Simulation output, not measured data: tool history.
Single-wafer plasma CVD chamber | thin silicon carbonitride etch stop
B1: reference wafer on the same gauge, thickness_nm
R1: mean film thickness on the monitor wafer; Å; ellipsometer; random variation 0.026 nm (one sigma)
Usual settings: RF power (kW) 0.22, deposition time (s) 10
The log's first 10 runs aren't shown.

-- day=21.388 showerhead replaced, of another model than before
run 11 day=21.988 | RF_power_(kW)=0.22 deposition_time_(s)=9.2 | B1=5.888 | R1=44.87
run 12 day=23.733 | RF_power_(kW)=0.22 deposition_time_(s)=9.2 | B1=5.893 | R1=44.83
run 13 day=26.529 | RF_power_(kW)=0.22 deposition_time_(s)=10 | B1=5.891 | R1=48.35
run 14 day=28.75 | RF_power_(kW)=0.22 deposition_time_(s)=10 | B1=5.877 | R1=49.13
-- day=34.921 thermocouple changed; heater temperature recalibrated
-- day=35.192 gauge calibrated
run 15 day=36.008 | RF_power_(kW)=0.22 deposition_time_(s)=10.7 | B1=5.886 | R1=52.15
run 16 day=37.362 | RF_power_(kW)=0.235 deposition_time_(s)=10.5 | B1=5.892 | R1=53.03
run 17 day=40.158 | RF_power_(kW)=0.195 deposition_time_(s)=10.9 | B1=5.897 | R1=49.46
run 18 day=41.388 | RF_power_(kW)=0.21 deposition_time_(s)=11.6 | B1=5.89 | R1=54.86
run 19 day=43.017 | RF_power_(kW)=0.22 deposition_time_(s)=10 | B1=5.89 | R1=48.82
run 20 day=45.975 | RF_power_(kW)=0.18 deposition_time_(s)=9.1 | B1=5.885 | R1=39.43
run 21 day=47.271 | RF_power_(kW)=0.19 deposition_time_(s)=11.4 | B1=5.891 | R1=51.35
run 22 day=48.929 | RF_power_(kW)=0.22 deposition_time_(s)=10 | B1=5.887 | R1=48.47
-- day=50.542 RF generator calibrated
run 23 day=50.925 | RF_power_(kW)=0.25 deposition_time_(s)=11.7 | B1=5.892 | R1=64.35
run 24 day=52.008 | RF_power_(kW)=0.22 deposition_time_(s)=10 | B1=5.891 | R1=51.52
run 25 day=54.833 | RF_power_(kW)=0.2 deposition_time_(s)=11.3 | B1=5.89 | R1=54.94
run 26 day=57.179 | RF_power_(kW)=0.25 deposition_time_(s)=11.8 | B1=5.88 | R1=64.4
run 27 day=58.975 | RF_power_(kW)=0.22 deposition_time_(s)=10 | B1=5.897 | R1=50.76
run 28 day=60.171 | RF_power_(kW)=0.25 deposition_time_(s)=11.9 | B1=5.889 | R1=65.2
run 29 day=62.004 | RF_power_(kW)=0.24 deposition_time_(s)=11.4 | B1=5.882 | R1=61.23
run 30 day=63.079 | RF_power_(kW)=0.22 deposition_time_(s)=10.6 | B1=5.89 | R1=53.44
run 31 day=66.042 | RF_power_(kW)=0.22 deposition_time_(s)=10 | B1=5.89 | R1=50.33
run 32 day=67.362 | RF_power_(kW)=0.19 deposition_time_(s)=10.8 | B1=5.889 | R1=50.37
run 33 day=69.521 | RF_power_(kW)=0.22 deposition_time_(s)=10 | B1=5.898 | R1=50.39
run 34 day=70.638 | RF_power_(kW)=0.2 deposition_time_(s)=11.5 | B1=5.901 | R1=54.82

Forecast each of these 5 alternatives for the next run:
run A day=70.654 | RF_power_(kW)=0.22 deposition_time_(s)=10 | B1=? | R1=?
run B day=70.654 | RF_power_(kW)=0.175 deposition_time_(s)=10 | B1=? | R1=?
run C day=70.654 | RF_power_(kW)=0.26 deposition_time_(s)=11.8 | B1=? | R1=?
run D day=70.654 | RF_power_(kW)=0.24 deposition_time_(s)=10 | B1=? | R1=?
run E day=70.654 | RF_power_(kW)=0.245 deposition_time_(s)=8.9 | B1=? | R1=?

run=A B1=5.88 R1=51.1
run=B B1=5.88 R1=44.17
run=C B1=5.88 R1=65.87
run=D B1=5.88 R1=53.58
run=E B1=5.88 R1=48.2
Without the tool's hidden state the same runs would have given:
run=A R1=52.3
run=B R1=45.2
run=C R1=67.41
run=D R1=54.83
run=E R1=49.33
